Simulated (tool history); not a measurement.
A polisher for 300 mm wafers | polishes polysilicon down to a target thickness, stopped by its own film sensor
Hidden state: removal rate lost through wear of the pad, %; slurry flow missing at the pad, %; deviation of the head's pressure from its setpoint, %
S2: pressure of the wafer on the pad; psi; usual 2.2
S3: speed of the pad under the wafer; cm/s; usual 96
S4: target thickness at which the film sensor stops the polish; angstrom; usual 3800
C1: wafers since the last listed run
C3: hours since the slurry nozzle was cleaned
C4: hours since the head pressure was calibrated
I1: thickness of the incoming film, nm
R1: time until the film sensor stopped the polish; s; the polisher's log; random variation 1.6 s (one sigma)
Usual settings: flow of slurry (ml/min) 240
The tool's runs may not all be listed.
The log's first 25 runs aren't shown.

run 26 hour=325.9 | flow_of_slurry_(ml/min)=240 S2=2.2 S3=96 S4=3800 | C1=64 wafers_polished_on_this_pad=213 C3=114.0 C4=73.4 | I1=1032.0 | R1=107.3
run 27 hour=337.5 | flow_of_slurry_(ml/min)=295 S2=2.2 S3=70 S4=5670 | C1=69 wafers_polished_on_this_pad=283 C3=125.6 C4=85.0 | I1=1048.9 | R1=98.3
run 28 hour=353.3 | flow_of_slurry_(ml/min)=160 S2=1.7 S3=96 S4=3800 | C1=94 wafers_polished_on_this_pad=378 C3=141.4 C4=100.8 | I1=1056.6 | R1=144.3
run 29 hour=369.5 | flow_of_slurry_(ml/min)=315 S2=2.0 S3=74 S4=5900 | C1=97 wafers_polished_on_this_pad=476 C3=157.6 C4=117.0 | I1=1039.5 | R1=94.9
-- hour=392.6 worn pad replaced by a new one
run 30 hour=393.1 | flow_of_slurry_(ml/min)=315 S2=2.4 S3=124 S4=2330 | C1=117 wafers_polished_on_this_pad=2 C3=181.2 C4=140.6 | I1=1015.7 | R1=94.5
run 31 hour=410.7 | flow_of_slurry_(ml/min)=240 S2=2.5 S3=68 S4=3800 | C1=105 wafers_polished_on_this_pad=108 C3=198.8 C4=158.2 | I1=1049.8 | R1=122.4
run 32 hour=417.7 | flow_of_slurry_(ml/min)=240 S2=2.2 S3=110 S4=5480 | C1=42 wafers_polished_on_this_pad=150 C3=205.8 C4=165.2 | I1=1035.2 | R1=70.0
run 33 hour=426.0 | flow_of_slurry_(ml/min)=185 S2=2.2 S3=96 S4=5360 | C1=49 wafers_polished_on_this_pad=200 C3=214.1 C4=173.5 | I1=1055.2 | R1=82.5
run 34 hour=443.7 | flow_of_slurry_(ml/min)=295 S2=2.2 S3=96 S4=2310 | C1=106 wafers_polished_on_this_pad=307 C3=231.8 C4=191.2 | I1=1049.8 | R1=127.4
-- hour=446.7 slurry nozzle cleaned
run 35 hour=460.5 | flow_of_slurry_(ml/min)=265 S2=1.5 S3=122 S4=5770 | C1=94 wafers_polished_on_this_pad=402 C3=13.8 C4=208.0 | I1=1048.7 | R1=91.5
run 36 hour=469.3 | flow_of_slurry_(ml/min)=175 S2=2.8 S3=62 S4=3800 | C1=52 wafers_polished_on_this_pad=455 C3=22.6 C4=216.8 | I1=1038.7 | R1=115.8

5 ways to go on from here, each from the tool as it stands after run 36. What would each give?
run A hour=469.7 | flow_of_slurry_(ml/min)=180 S2=2.2 S3=96 S4=3800 | C1=2 wafers_polished_on_this_pad=457 C3=23.0 C4=217.2 | I1=1036.8 | R1=?
run B hour=469.7 | flow_of_slurry_(ml/min)=240 S2=1.6 S3=118 S4=3800 | C1=2 wafers_polished_on_this_pad=457 C3=23.0 C4=217.2 | I1=1036.8 | R1=?
run C hour=469.7 | flow_of_slurry_(ml/min)=240 S2=2.7 S3=96 S4=3800 | C1=2 wafers_polished_on_this_pad=457 C3=23.0 C4=217.2 | I1=1036.8 | R1=?
run D hour=469.7 | flow_of_slurry_(ml/min)=240 S2=2.2 S3=82 S4=3800 | C1=2 wafers_polished_on_this_pad=457 C3=23.0 C4=217.2 | I1=1036.8 | R1=?
run E hour=469.7 | flow_of_slurry_(ml/min)=300 S2=2.6 S3=64 S4=3190 | C1=2 wafers_polished_on_this_pad=457 C3=23.0 C4=217.2 | I1=1036.8 | R1=?

run=A R1=107.0
run=B R1=122.8
run=C R1=85.5
run=D R1=118.0
run=E R1=128.1
Without the tool's hidden state the same runs would have given:
run=A R1=110.5
run=B R1=126.8
run=C R1=88.3
run=D R1=121.8
run=E R1=132.3

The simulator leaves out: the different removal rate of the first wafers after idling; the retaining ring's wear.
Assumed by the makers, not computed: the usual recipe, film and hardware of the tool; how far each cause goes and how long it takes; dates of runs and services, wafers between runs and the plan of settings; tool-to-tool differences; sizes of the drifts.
